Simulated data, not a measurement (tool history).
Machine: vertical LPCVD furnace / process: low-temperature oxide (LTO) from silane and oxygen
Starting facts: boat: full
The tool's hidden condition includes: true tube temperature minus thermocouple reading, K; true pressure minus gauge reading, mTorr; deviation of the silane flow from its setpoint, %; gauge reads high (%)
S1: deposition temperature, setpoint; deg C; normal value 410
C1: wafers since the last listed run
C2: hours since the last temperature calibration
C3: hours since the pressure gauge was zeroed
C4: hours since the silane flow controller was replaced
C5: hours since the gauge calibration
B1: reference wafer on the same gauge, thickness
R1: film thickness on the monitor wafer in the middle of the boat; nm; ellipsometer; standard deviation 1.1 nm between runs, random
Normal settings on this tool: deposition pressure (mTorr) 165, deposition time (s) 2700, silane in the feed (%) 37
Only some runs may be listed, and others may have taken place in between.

Run 1, hour 0: usual settings but silane in the feed (%) 31; C1 0; C2 3021.5; C3 3788; C4 4711.1; C5 583.1; B1 274.56. Result: R1 246.17 nm.
Run 2, hour 25.8: usual settings but silane in the feed (%) 31; C1 587; C2 3047.3; C3 3813.8; C4 4736.9; C5 608.9; B1 274.01. Result: R1 246.55 nm.
Run 3, hour 61.7: usual settings but silane in the feed (%) 43; C1 817; C2 3083.2; C3 3849.7; C4 4772.8; C5 644.8; B1 273.96. Result: R1 370.11 nm.
Run 4, hour 80.1: usual settings but silane in the feed (%) 43; C1 418; C2 3101.6; C3 3868.1; C4 4791.2; C5 663.2; B1 274.06. Result: R1 372.28 nm.
At hour 130.4: silane flow controller replaced.
Run 5, hour 130.9: usual settings; C1 610; C2 3152.4; C3 3918.9; C4 0.5; C5 714; B1 273.64. Result: R1 312.69 nm.
Run 6, hour 134.6: usual settings; C1 84; C2 3156.1; C3 3922.6; C4 4.2; C5 717.7; B1 273.87. Result: R1 314.95 nm.
At hour 163: thermocouples replaced and temperature profile calibrated.
Run 7, hour 163.5: usual settings; C1 111; C2 0.5; C3 3951.5; C4 33.1; C5 746.6; B1 274.02. Result: R1 297.15 nm.
At hour 164: gauge calibrated.
Run 8, hour 167.5: usual settings; C1 91; C2 4.5; C3 3955.5; C4 37.1; C5 3.5; B1 274.44. Result: R1 296.97 nm.
Run 9, hour 201.7: usual settings but deposition pressure (mTorr) 125; C1 778; C2 38.7; C3 3989.7; C4 71.3; C5 37.7; B1 274.04. Result: R1 225.54 nm.
Run 10, hour 234.1: usual settings but silane in the feed (%) 40; C1 737; C2 71.1; C3 4022.1; C4 103.7; C5 70.1; B1 274.23. Result: R1 327.8 nm.
Run 11, hour 267.6: usual settings; C1 762; C2 104.6; C3 4055.6; C4 137.2; C5 103.6; B1 273.56. Result: R1 299 nm.
Run 12, hour 289.7: usual settings but S1 419 deg C, deposition pressure (mTorr) 200; C1 503; C2 126.7; C3 4077.7; C4 159.3; C5 125.7; B1 273.99. Result: R1 398.64 nm.
Run 13, hour 323.1: usual settings but S1 418 deg C; C1 760; C2 160.1; C3 4111.1; C4 192.7; C5 159.1; B1 274.04. Result: R1 324.06 nm.
Run 14, hour 357.2: usual settings but deposition pressure (mTorr) 200, silane in the feed (%) 30; C1 776; C2 194.2; C3 4145.2; C4 226.8; C5 193.2; B1 273.68. Result: R1 271.47 nm.
Run 15, hour 377.9: usual settings but S1 421 deg C, deposition pressure (mTorr) 180, deposition time (s) 3360, silane in the feed (%) 43; C1 471; C2 214.9; C3 4165.9; C4 247.5; C5 213.9; B1 273.8. Result: R1 539.04 nm.
At hour 424.7: pressure gauge zeroed.
Run 16, hour 425.2: usual settings but silane in the feed (%) 30; C1 530; C2 262.2; C3 0.5; C4 294.8; C5 261.2; B1 274.72. Result: R1 222.84 nm.
Run 17, hour 428.9: usual settings; C1 84; C2 265.9; C3 4.2; C4 298.5; C5 264.9; B1 274.5. Result: R1 296.49 nm.
Run 18, hour 457.9: usual settings but S1 414 deg C, deposition pressure (mTorr) 185; C1 660; C2 294.9; C3 33.2; C4 327.5; C5 293.9; B1 273.56. Result: R1 351 nm.
Run 19, hour 471.6: usual settings but S1 414 deg C, deposition pressure (mTorr) 125, silane in the feed (%) 31; C1 311; C2 308.6; C3 46.9; C4 341.2; C5 307.6; B1 273.9. Result: R1 186.8 nm.
Run 20, hour 518.4: usual settings but deposition time (s) 3330, silane in the feed (%) 33; C1 1065; C2 355.4; C3 93.7; C4 388; C5 354.4; B1 274.07. Result: R1 315.87 nm.
Run 21, hour 541.3: usual settings; C1 521; C2 378.3; C3 116.6; C4 410.9; C5 377.3; B1 274.09. Result: R1 297.59 nm.
Run 22, hour 575.4: usual settings but deposition time (s) 3000, silane in the feed (%) 30; C1 776; C2 412.4; C3 150.7; C4 445; C5 411.4; B1 274.15. Result: R1 249.05 nm.
Run 23, hour 601.7: usual settings; C1 598; C2 438.7; C3 177; C4 471.3; C5 437.7; B1 273.81. Result: R1 295.86 nm.
Run 24, hour 614.3: usual settings; C1 286; C2 451.3; C3 189.6; C4 483.9; C5 450.3; B1 273.39. Result: R1 298.67 nm.
Run 25, hour 647.7: usual settings but S1 416 deg C, deposition time (s) 3420, silane in the feed (%) 44; C1 760; C2 484.7; C3 223; C4 517.3; C5 483.7; B1 273.8. Result: R1 487.16 nm.
Run 26, hour 668.2: usual settings; C1 466; C2 505.2; C3 243.5; C4 537.8; C5 504.2; B1 273.71. Result: R1 297.24 nm.
Run 27, hour 691.2: usual settings but S1 420 deg C, deposition pressure (mTorr) 180, deposition time (s) 3300, silane in the feed (%) 33; C1 523; C2 528.2; C3 266.5; C4 560.8; C5 527.2; B1 273.78. Result: R1 381.92 nm.
Run 28, hour 708.9: usual settings but S1 416 deg C, deposition pressure (mTorr) 195, deposition time (s) 3210, silane in the feed (%) 43; C1 402; C2 545.9; C3 284.2; C4 578.5; C5 544.9; B1 274.13. Result: R1 528.09 nm.
Run 29, hour 728.9: usual settings; C1 455; C2 565.9; C3 304.2; C4 598.5; C5 564.9; B1 273.86. Result: R1 299.42 nm.
Run 30, hour 762.9: usual settings but S1 420 deg C, deposition pressure (mTorr) 190, deposition time (s) 3090, silane in the feed (%) 39; C1 773; C2 599.9; C3 338.2; C4 632.5; C5 598.9; B1 274.1. Result: R1 467.25 nm.

Each row is a separate what-if for the run after 30, all from the same tool condition, not one after another. Results?
Run A, hour 766.7: usual settings but deposition pressure (mTorr) 140; C1 86; C2 603.7; C3 342; C4 636.3; C5 602.7; B1 ?. Result: R1 ?.
Run B, hour 766.7: usual settings but deposition pressure (mTorr) 135, silane in the feed (%) 34; C1 86; C2 603.7; C3 342; C4 636.3; C5 602.7; B1 ?. Result: R1 ?.
Run C, hour 766.7: usual settings but deposition time (s) 3600; C1 86; C2 603.7; C3 342; C4 636.3; C5 602.7; B1 ?. Result: R1 ?.
Run D, hour 766.7: usual settings but S1 407 deg C, silane in the feed (%) 30; C1 86; C2 603.7; C3 342; C4 636.3; C5 602.7; B1 ?. Result: R1 ?.
Run E, hour 766.7: usual settings but S1 399 deg C, deposition pressure (mTorr) 175, silane in the feed (%) 35; C1 86; C2 603.7; C3 342; C4 636.3; C5 602.7; B1 ?. Result: R1 ?.

run     B1      R1
  A  273.8  252.16
  B  273.8  218.02
  C  273.8  396.25
  D  273.8  216.45
  E  273.8  259.45
Take away the tool's hidden state, keep each run's random variation, and the runs would have read:
run      R1
  A  251.08
  B  217.06
  C  394.55
  D  215.46
  E  258.28

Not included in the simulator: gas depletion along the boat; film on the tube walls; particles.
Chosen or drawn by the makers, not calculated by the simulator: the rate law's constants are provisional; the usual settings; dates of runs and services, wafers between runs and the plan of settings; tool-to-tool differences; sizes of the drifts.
